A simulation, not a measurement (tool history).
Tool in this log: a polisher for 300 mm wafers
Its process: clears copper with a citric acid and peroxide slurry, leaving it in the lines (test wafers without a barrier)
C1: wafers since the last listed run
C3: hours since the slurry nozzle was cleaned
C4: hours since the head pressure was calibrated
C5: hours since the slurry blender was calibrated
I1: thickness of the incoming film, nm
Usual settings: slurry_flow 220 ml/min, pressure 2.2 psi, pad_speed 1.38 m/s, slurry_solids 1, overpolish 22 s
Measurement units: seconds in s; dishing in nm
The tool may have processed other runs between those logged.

Run 1, hour 0: usual settings; C1 0; wafers polished on this pad 627; C3 104.9; C4 1022.8; C5 194.3; I1 222.5. Result: seconds 110.3 s, dishing 27.8 nm.
Run 2, hour 49.7: usual settings; C1 463; wafers polished on this pad 1090; C3 154.6; C4 1072.5; C5 244; I1 222.6. Result: seconds 110.5 s, dishing 29.8 nm.
Run 3, hour 67.7: usual settings; C1 167; wafers polished on this pad 1258; C3 172.6; C4 1090.5; C5 262; I1 229. Result: seconds 117.3 s, dishing 28.7 nm.
Run 4, hour 76.8: usual settings; C1 84; wafers polished on this pad 1343; C3 181.7; C4 1099.6; C5 271.1; I1 223.1. Result: seconds 114.7 s, dishing 27.5 nm.
At hour 92.3: worn pad replaced by a new one.
Run 5, hour 93.8: usual settings but slurry_solids 1.15; C1 121; wafers polished on this pad 14; C3 198.7; C4 1116.6; C5 288.1; I1 225.4. Result: seconds 110.5 s, dishing 29.2 nm.
Run 6, hour 108: usual settings but slurry_flow 280 ml/min, pressure 3 psi, slurry_solids 0.75, overpolish 28 s; C1 132; wafers polished on this pad 146; C3 212.9; C4 1130.8; C5 302.3; I1 221.2. Result: seconds 89.1 s, dishing 45 nm.
Run 7, hour 115.4: usual settings; C1 69; wafers polished on this pad 215; C3 220.3; C4 1138.2; C5 309.7; I1 225.3. Result: seconds 120 s, dishing 28.8 nm.
Run 8, hour 141.3: usual settings but pad_speed 1.58 m/s; C1 241; wafers polished on this pad 457; C3 246.2; C4 1164.1; C5 335.6; I1 223.4. Result: seconds 109.6 s, dishing 31 nm.
Run 9, hour 182.1: usual settings but pressure 2.6 psi; C1 380; wafers polished on this pad 838; C3 287; C4 1204.9; C5 376.4; I1 227.2. Result: seconds 109 s, dishing 31.7 nm.
Run 10, hour 189.6: usual settings; C1 69; wafers polished on this pad 908; C3 294.5; C4 1212.4; C5 383.9; I1 221.1. Result: seconds 125.9 s, dishing 25.8 nm.
Run 11, hour 197.6: usual settings but slurry_flow 175 ml/min, pressure 1.4 psi, slurry_solids 0.9; C1 74; wafers polished on this pad 982; C3 302.5; C4 1220.4; C5 391.9; I1 227.9. Result: seconds 199.7 s, dishing 16.6 nm.
At hour 202.1: slurry blender recalibrated.
Run 12, hour 208.8: usual settings but slurry_flow 280 ml/min, pressure 2 psi; C1 85; wafers polished on this pad 1068; C3 313.7; C4 1231.6; C5 6.7; I1 227.7. Result: seconds 114.1 s, dishing 29 nm.
At hour 214.2: worn pad replaced by a new one.
Run 13, hour 217.4: usual settings but pressure 1.7 psi, pad_speed 1.08 m/s, slurry_solids 0.75; C1 42; wafers polished on this pad 29; C3 322.3; C4 1240.2; C5 15.3; I1 227. Result: seconds 176.2 s, dishing 19.9 nm.
Run 14, hour 232.7: usual settings; C1 142; wafers polished on this pad 172; C3 337.6; C4 1255.5; C5 30.6; I1 226.2. Result: seconds 109.4 s, dishing 30.7 nm.
Run 15, hour 244.1: usual settings but slurry_flow 250 ml/min, slurry_solids 1.15, overpolish 14 s; C1 106; wafers polished on this pad 278; C3 349; C4 1266.9; C5 42; I1 228.2. Result: seconds 102.5 s, dishing 21.3 nm.
At hour 248.8: head pressure recalibrated.
Run 16, hour 252.8: usual settings but pad_speed 1.68 m/s, overpolish 31 s; C1 62; wafers polished on this pad 341; C3 357.7; C4 4; C5 50.7; I1 225.4. Result: seconds 93.1 s, dishing 45.7 nm.
Run 17, hour 264.6: usual settings; C1 110; wafers polished on this pad 451; C3 369.5; C4 15.8; C5 62.5; I1 225.6. Result: seconds 108.9 s, dishing 30.5 nm.
At hour 267.6: slurry nozzle cleaned.
Run 18, hour 276.8: usual settings but overpolish 15 s; C1 104; wafers polished on this pad 556; C3 9.2; C4 28; C5 74.7; I1 222.6. Result: seconds 107.4 s, dishing 21.5 nm.
Run 19, hour 290.6: usual settings but pad_speed 1.54 m/s; C1 128; wafers polished on this pad 684; C3 23; C4 41.8; C5 88.5; I1 227.1. Result: seconds 101 s, dishing 33.9 nm.
Run 20, hour 304.8: usual settings but slurry_flow 240 ml/min; C1 132; wafers polished on this pad 817; C3 37.2; C4 56; C5 102.7; I1 222.4. Result: seconds 105.9 s, dishing 31.4 nm.
Run 21, hour 313.1: usual settings but slurry_flow 295 ml/min, pressure 1.7 psi, slurry_solids 1.2, overpolish 34 s; C1 77; wafers polished on this pad 894; C3 45.5; C4 64.3; C5 111; I1 224.9. Result: seconds 128.7 s, dishing 38 nm.
Run 22, hour 330.4: usual settings but overpolish 28 s; C1 161; wafers polished on this pad 1056; C3 62.8; C4 81.6; C5 128.3; I1 222.4. Result: seconds 107.5 s, dishing 37.4 nm.
Run 23, hour 347: usual settings; C1 154; wafers polished on this pad 1211; C3 79.4; C4 98.2; C5 144.9; I1 222.9. Result: seconds 106.9 s, dishing 29 nm.
Run 24, hour 358.8: usual settings but slurry_flow 170 ml/min, pressure 2.5 psi, overpolish 11 s; C1 110; wafers polished on this pad 1321; C3 91.2; C4 110; C5 156.7; I1 230.1. Result: seconds 104.9 s, dishing 18.1 nm.
At hour 371.8: worn pad replaced by a new one.
Run 25, hour 374.7: usual settings; C1 111; wafers polished on this pad 27; C3 107.1; C4 125.9; C5 172.6; I1 227.1. Result: seconds 109.3 s, dishing 29.8 nm.
Run 26, hour 389.3: usual settings but slurry_flow 270 ml/min, pad_speed 1.7 m/s, overpolish 10 s; C1 136; wafers polished on this pad 163; C3 121.7; C4 140.5; C5 187.2; I1 223.7. Result: seconds 91.1 s, dishing 16.8 nm.
Run 27, hour 405.2: usual settings but slurry_solids 0.85; C1 148; wafers polished on this pad 311; C3 137.6; C4 156.4; C5 203.1; I1 226.4. Result: seconds 117.6 s, dishing 30.2 nm.
Run 28, hour 422.3: usual settings but pad_speed 1.18 m/s; C1 159; wafers polished on this pad 471; C3 154.7; C4 173.5; C5 220.2; I1 228.7. Result: seconds 128.6 s, dishing 27 nm.
Run 29, hour 436.1: usual settings but pad_speed 1.18 m/s, overpolish 34 s; C1 128; wafers polished on this pad 600; C3 168.5; C4 187.3; C5 234; I1 225.5. Result: seconds 124.3 s, dishing 38.7 nm.

What if the next run were any one of these 3? Each begins from the tool's condition after run 29:
Run A, hour 436.6: usual settings but pressure 1.9 psi; C1 4; wafers polished on this pad 604; C3 169; C4 187.8; C5 234.5; I1 224.7. Result: seconds ?, dishing ?.
Run B, hour 436.6: usual settings but pressure 1.6 psi, slurry_solids 1.1; C1 4; wafers polished on this pad 604; C3 169; C4 187.8; C5 234.5; I1 224.7. Result: seconds ?, dishing ?.
Run C, hour 436.6: usual settings but slurry_flow 175 ml/min, pad_speed 0.96 m/s, slurry_solids 0.9, overpolish 13 s; C1 4; wafers polished on this pad 604; C3 169; C4 187.8; C5 234.5; I1 224.7. Result: seconds ?, dishing ?.

run  seconds  dishing
  A    130.5     26.5
  B    148.7     23.4
  C    152.9     14.3
With no hidden state in the tool, these same runs would have given:
run  seconds  dishing
  A    123.7     27.7
  B    140.7     24.5
  C      145       15

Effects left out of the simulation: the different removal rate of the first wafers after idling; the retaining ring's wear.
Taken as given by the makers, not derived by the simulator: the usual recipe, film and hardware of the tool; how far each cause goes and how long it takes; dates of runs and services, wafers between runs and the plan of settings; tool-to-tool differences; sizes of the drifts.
